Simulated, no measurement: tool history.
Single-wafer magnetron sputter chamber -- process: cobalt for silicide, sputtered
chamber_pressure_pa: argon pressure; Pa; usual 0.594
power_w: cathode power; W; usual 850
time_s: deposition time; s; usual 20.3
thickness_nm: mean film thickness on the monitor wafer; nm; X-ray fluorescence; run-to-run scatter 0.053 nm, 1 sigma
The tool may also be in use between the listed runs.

run    hour  chamber_pressure_pa  power_w  time_s  read-back reference wafer on the same gauge, thickness_nm  thickness_nm
  1     0.0                0.594      850    20.3                                                      9.492         9.085
  2    40.2                0.594      850    20.3                                                      9.464         9.085
  3    95.0                0.594      850    20.3                                                      9.456         8.943
  4   193.7                0.594     1000    20.3                                                      9.403        10.327
  5   403.2                0.594     1000    20.3                                                      9.278        10.251
  6   476.2                0.594      850    20.3                                                      9.251         8.804
  7   541.5                0.594      850    20.3                                                      9.184         8.795
  8   578.7                0.488      850    20.3                                                      9.161         9.003
  9   680.1                0.698      850    19.4                                                      9.084         7.971
 10   724.4                0.594      850    20.3                                                      9.062         8.581
 11   804.9                0.594      850    23.0                                                      9.551        10.234
 12   908.6                0.594      850    23.0                                                      9.553        10.197
 13  1013.2                0.594      850    23.0                                                      9.529        10.228
 14  1061.5                0.367      800    19.3                                                      9.511         8.671
 15  1167.6                0.776      750    20.3                                                      9.499         7.552
 16  1236.6                0.408     1000    17.0                                                      9.483         9.312
 17  1336.7                0.594      850    20.3                                                      9.459         8.913
 18  1374.6                0.411      700    18.5                                                      9.421         7.242
 19  1424.4                0.594      850    20.3                                                      9.406         8.912
 20  1489.0                0.594      650    22.6                                                      9.392         7.845
 21  1548.1                0.594      750    20.3                                                      9.347         7.877
 22  1639.3                0.594      850    20.3                                                      9.299         8.898
 23  1676.8                0.756     1000    22.1                                                      9.291        10.691
 24  1780.9                0.654      750    20.3                                                      9.218         7.614
 25  1831.8                0.594      850    20.3                                                      9.187         8.718
 26  1887.3                0.594      850    22.5                                                      9.145         9.600

Not shown: 8 entries that the log had between the listed runs. Between which runs, and how does the tool's hidden state differ before and after?
In the gap between runs 4 and 5: sputter target and shields replaced (hour 258.1)
  gauge reads high (%): -1.96 -> -3.16
  the result without the hidden state subtracted from the measured one, thickness_nm: -0.207 -> -0.334 nm
In the gap between runs 8 and 9: sputter target and shields replaced (hour 614.6)
  gauge reads high (%): -4.39 -> -5.2
  the result without the hidden state subtracted from the measured one, thickness_nm: -0.414 -> -0.437 nm
In the gap between runs 10 and 11: gauge calibrated (hour 762.5); magnet pack replaced (hour 762.7)
  gauge reads high (%): -5.57 -> -0.443
  the result without the hidden state subtracted from the measured one, thickness_nm: -0.507 -> -0.045 nm
In the gap between runs 12 and 13: capacitance manometer re-zeroed and calibrated (hour 930.0); sputter target and shields replaced (hour 985.5)
  gauge reads high (%): -0.508 -> -0.646
  the result without the hidden state subtracted from the measured one, thickness_nm: -0.052 -> -0.067 nm
In the gap between runs 17 and 18: sputter target and shields replaced (hour 1374.1)
  gauge reads high (%): -1.54 -> -1.69
  the result without the hidden state subtracted from the measured one, thickness_nm: -0.139 -> -0.125 nm
In the gap between runs 23 and 24: sputter target and shields replaced (hour 1714.3)
  gauge reads high (%): -3.23 -> -3.9
  the result without the hidden state subtracted from the measured one, thickness_nm: -0.357 -> -0.309 nm
